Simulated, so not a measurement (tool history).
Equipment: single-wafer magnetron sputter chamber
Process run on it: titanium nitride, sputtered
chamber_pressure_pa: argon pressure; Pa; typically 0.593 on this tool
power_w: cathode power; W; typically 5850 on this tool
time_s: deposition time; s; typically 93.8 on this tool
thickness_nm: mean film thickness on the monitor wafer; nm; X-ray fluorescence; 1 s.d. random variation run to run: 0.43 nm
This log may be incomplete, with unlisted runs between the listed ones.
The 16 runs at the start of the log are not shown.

run,day,chamber_pressure_pa,power_w,time_s,wafers since the last listed run,wafers on the sputter target,hours since the last manometer calibration,hours since the magnet pack was replaced,hours since the gauge calibration,"read-back reference wafer on the same gauge, thickness_nm",thickness_nm
17,34.679,0.593,5850,101.7,582,2979,219.9,10384.3,1519.1,110.112,105.623
18,36.350,0.593,6800,93.8,506,3486,260.0,10424.4,1559.2,109.924,104.539
19,38.512,0.593,5850,93.8,655,4141,311.9,10476.3,1611.1,110.161,96.372
20,41.142,0.593,5850,81.0,797,4939,375.0,10539.4,1674.2,110.099,82.320
# day 41.438: gauge calibrated
# day 42.454: sputter target and shields replaced
21,45.254,0.593,5850,93.8,1145,849,473.7,10638.1,91.6,110.098,99.262
22,47.654,0.593,5850,93.8,727,1577,531.3,10695.7,149.2,110.289,98.710
23,49.042,0.509,6700,106.9,420,1997,564.6,10729.0,182.5,110.066,124.322
24,50.725,0.593,5850,93.8,510,2508,605.0,10769.4,222.9,110.155,97.450
25,53.008,0.460,7200,79.7,692,3200,659.8,10824.2,277.7,110.263,98.084
# day 54.404: magnet pack replaced
26,55.012,0.593,6650,93.8,506,3706,707.9,14.6,325.8,110.368,102.925
27,56.967,0.412,7100,102.9,592,4299,754.8,61.5,372.7,110.194,125.744
# day 61.154: sputter target and shields replaced
28,63.533,0.406,5850,93.8,1889,720,912.4,219.1,530.3,110.184,107.483
29,65.683,0.473,6950,108.8,651,1372,964.0,270.7,581.9,110.026,132.539
30,66.812,0.770,5850,93.8,342,1714,991.1,297.8,609.0,110.154,91.442
31,69.596,0.593,5850,83.9,843,2558,1057.9,364.6,675.8,110.297,86.573
32,72.412,0.758,6750,79.5,853,3412,1125.5,432.2,743.4,109.997,82.618
33,73.825,0.398,4950,100.6,428,3841,1159.4,466.1,777.3,110.163,104.216
34,75.725,0.593,5850,93.8,576,4417,1205.0,511.7,822.9,110.333,95.850

Each row is a separate what-if for the run after 34, all from the same tool condition, not one after another. Results?
A,75.742,0.593,5850,88.7,5,4422,1205.4,512.1,823.3,?,?
B,75.742,0.406,4600,78.0,5,4422,1205.4,512.1,823.3,?,?
C,75.742,0.799,6550,93.8,5,4422,1205.4,512.1,823.3,?,?
D,75.742,0.683,6400,75.2,5,4422,1205.4,512.1,823.3,?,?
E,75.742,0.593,4400,98.6,5,4422,1205.4,512.1,823.3,?,?

run,"read-back reference wafer on the same gauge, thickness_nm",thickness_nm
A,110.340,91.089
B,110.340,77.468
C,110.340,93.780
D,110.340,77.884
E,110.340,88.707
With the hidden condition removed and each run's random variation left untouched, the same runs would have given:
run,thickness_nm
A,94.686
B,80.527
C,97.482
D,80.959
E,92.209
